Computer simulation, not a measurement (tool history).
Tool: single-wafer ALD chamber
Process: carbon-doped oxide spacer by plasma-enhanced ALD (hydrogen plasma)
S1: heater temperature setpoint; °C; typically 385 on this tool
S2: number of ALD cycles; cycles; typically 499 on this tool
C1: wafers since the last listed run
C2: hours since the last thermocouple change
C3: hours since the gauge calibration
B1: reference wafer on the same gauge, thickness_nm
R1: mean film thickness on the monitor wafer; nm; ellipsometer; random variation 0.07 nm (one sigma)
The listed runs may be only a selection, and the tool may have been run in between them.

{"run": 1, "hour": 0.0, "S1": 385, "S2": 499, "C1": 0, "C2": 1151.8, "C3": 115.2, "B1": 25.863, "R1": 28.284}
{"run": 2, "hour": 16.3, "S1": 385, "S2": 499, "C1": 9, "C2": 1168.1, "C3": 131.5, "B1": 25.864, "R1": 28.281}
{"run": 3, "hour": 27.9, "S1": 394, "S2": 499, "C1": 6, "C2": 1179.7, "C3": 143.1, "B1": 25.869, "R1": 28.322}
{"run": 4, "hour": 38.3, "S1": 394, "S2": 499, "C1": 6, "C2": 1190.1, "C3": 153.5, "B1": 25.879, "R1": 28.461}
{"run": 5, "hour": 46.6, "S1": 394, "S2": 499, "C1": 4, "C2": 1198.4, "C3": 161.8, "B1": 25.905, "R1": 28.415}
{"run": 6, "hour": 56.2, "S1": 373, "S2": 499, "C1": 5, "C2": 1208.0, "C3": 171.4, "B1": 25.931, "R1": 28.428}
{"run": 7, "hour": 68.7, "S1": 373, "S2": 499, "C1": 7, "C2": 1220.5, "C3": 183.9, "B1": 25.905, "R1": 28.386}
{"run": 8, "hour": 77.6, "S1": 380, "S2": 499, "C1": 5, "C2": 1229.4, "C3": 192.8, "B1": 25.917, "R1": 28.515}
{"run": 9, "hour": 85.5, "S1": 385, "S2": 499, "C1": 4, "C2": 1237.3, "C3": 200.7, "B1": 25.909, "R1": 28.547}
{"run": 10, "hour": 93.2, "S1": 385, "S2": 499, "C1": 4, "C2": 1245.0, "C3": 208.4, "B1": 25.934, "R1": 28.351}
{"run": 11, "hour": 102.2, "S1": 385, "S2": 499, "C1": 5, "C2": 1254.0, "C3": 217.4, "B1": 25.9, "R1": 28.502}
{"run": 12, "hour": 112.6, "S1": 385, "S2": 428, "C1": 6, "C2": 1264.4, "C3": 227.8, "B1": 25.948, "R1": 24.423}
{"run": 13, "hour": 119.1, "S1": 394, "S2": 429, "C1": 3, "C2": 1270.9, "C3": 234.3, "B1": 25.959, "R1": 24.428}
{"run": 14, "hour": 133.7, "S1": 394, "S2": 429, "C1": 8, "C2": 1285.5, "C3": 248.9, "B1": 25.941, "R1": 24.387}
{"run": 15, "hour": 151.0, "S1": 385, "S2": 499, "C1": 10, "C2": 1302.8, "C3": 266.2, "B1": 25.943, "R1": 28.517}
{"run": 16, "hour": 160.4, "S1": 385, "S2": 499, "C1": 5, "C2": 1312.2, "C3": 275.6, "B1": 25.95, "R1": 28.378}
{"run": 17, "hour": 171.2, "S1": 381, "S2": 499, "C1": 6, "C2": 1323.0, "C3": 286.4, "B1": 25.959, "R1": 28.38}
{"run": 18, "hour": 186.8, "S1": 381, "S2": 499, "C1": 9, "C2": 1338.6, "C3": 302.0, "B1": 25.971, "R1": 28.416}
{"run": 19, "hour": 196.1, "S1": 385, "S2": 499, "C1": 5, "C2": 1347.9, "C3": 311.3, "B1": 25.988, "R1": 28.445}
{"run": 20, "hour": 203.9, "S1": 385, "S2": 499, "C1": 4, "C2": 1355.7, "C3": 319.1, "B1": 25.987, "R1": 28.403}
{"run": 21, "hour": 216.8, "S1": 400, "S2": 597, "C1": 7, "C2": 1368.6, "C3": 332.0, "B1": 25.97, "R1": 33.975}
{"run": 22, "hour": 222.9, "S1": 395, "S2": 529, "C1": 3, "C2": 1374.7, "C3": 338.1, "B1": 25.972, "R1": 30.147}
{"run": 23, "hour": 231.3, "S1": 385, "S2": 499, "C1": 4, "C2": 1383.1, "C3": 346.5, "B1": 25.979, "R1": 28.404}
{"run": 24, "hour": 243.8, "S1": 381, "S2": 570, "C1": 7, "C2": 1395.6, "C3": 359.0, "B1": 25.955, "R1": 32.521}
{"run": 25, "hour": 253.0, "S1": 385, "S2": 439, "C1": 5, "C2": 1404.8, "C3": 368.2, "B1": 25.964, "R1": 25.071}
{"hour": 261.9, "done": "gauge calibrated"}
{"run": 26, "hour": 268.6, "S1": 385, "S2": 566, "C1": 9, "C2": 1420.4, "C3": 6.7, "B1": 25.579, "R1": 31.802}
{"run": 27, "hour": 281.5, "S1": 375, "S2": 499, "C1": 7, "C2": 1433.3, "C3": 19.6, "B1": 25.623, "R1": 28.015}
{"run": 28, "hour": 296.6, "S1": 385, "S2": 539, "C1": 8, "C2": 1448.4, "C3": 34.7, "B1": 25.664, "R1": 30.339}
{"run": 29, "hour": 302.8, "S1": 385, "S2": 499, "C1": 3, "C2": 1454.6, "C3": 40.9, "B1": 25.695, "R1": 28.145}
{"run": 30, "hour": 320.7, "S1": 389, "S2": 546, "C1": 10, "C2": 1472.5, "C3": 58.8, "B1": 25.698, "R1": 30.899}
{"hour": 337.0, "done": "thermocouple changed; heater temperature recalibrated"}
{"run": 31, "hour": 337.5, "S1": 385, "S2": 499, "C1": 5, "C2": 0.5, "C3": 75.6, "B1": 25.745, "R1": 28.123}
{"run": 32, "hour": 361.2, "S1": 376, "S2": 553, "C1": 14, "C2": 24.2, "C3": 99.3, "B1": 25.766, "R1": 31.316}
{"run": 33, "hour": 376.0, "S1": 385, "S2": 499, "C1": 8, "C2": 39.0, "C3": 114.1, "B1": 25.784, "R1": 28.179}
{"run": 34, "hour": 392.2, "S1": 389, "S2": 499, "C1": 9, "C2": 55.2, "C3": 130.3, "B1": 25.803, "R1": 28.341}
{"run": 35, "hour": 405.8, "S1": 399, "S2": 587, "C1": 8, "C2": 68.8, "C3": 143.9, "B1": 25.826, "R1": 33.269}
{"run": 36, "hour": 416.7, "S1": 385, "S2": 499, "C1": 6, "C2": 79.7, "C3": 154.8, "B1": 25.826, "R1": 28.472}
{"run": 37, "hour": 431.6, "S1": 392, "S2": 555, "C1": 8, "C2": 94.6, "C3": 169.7, "B1": 25.827, "R1": 31.558}
{"run": 38, "hour": 439.8, "S1": 385, "S2": 499, "C1": 4, "C2": 102.8, "C3": 177.9, "B1": 25.82, "R1": 28.382}
{"run": 39, "hour": 447.3, "S1": 385, "S2": 449, "C1": 4, "C2": 110.3, "C3": 185.4, "B1": 25.835, "R1": 25.52}
{"run": 40, "hour": 461.8, "S1": 394, "S2": 499, "C1": 8, "C2": 124.8, "C3": 199.9, "B1": 25.853, "R1": 28.359}
{"run": 41, "hour": 469.5, "S1": 376, "S2": 499, "C1": 4, "C2": 132.5, "C3": 207.6, "B1": 25.864, "R1": 28.327}

Below, some changes in R1 between adjacent runs. For each, the amount present without the hidden state too (settings, incoming material, random variation) and the amount remaining for the hidden state with gauge scatter not shared by both compared results:
Hidden conditions of the tool in this case: wafer temperature above the value expected at the setpoint (K); gauge reads high (%).
Run 20 -> 21: S1 385 -> 400, S2 499 -> 597. R1 +5.572 nm: hidden state +0.081, all else +5.491.
Run 24 -> 25: S1 381 -> 385, S2 570 -> 439. R1 -7.450 nm: hidden state -0.105, all else -7.345.
Run 25 -> 26: S2 439 -> 566, gauge calibrated. R1 +6.731 nm: hidden state -0.389, all else +7.120.
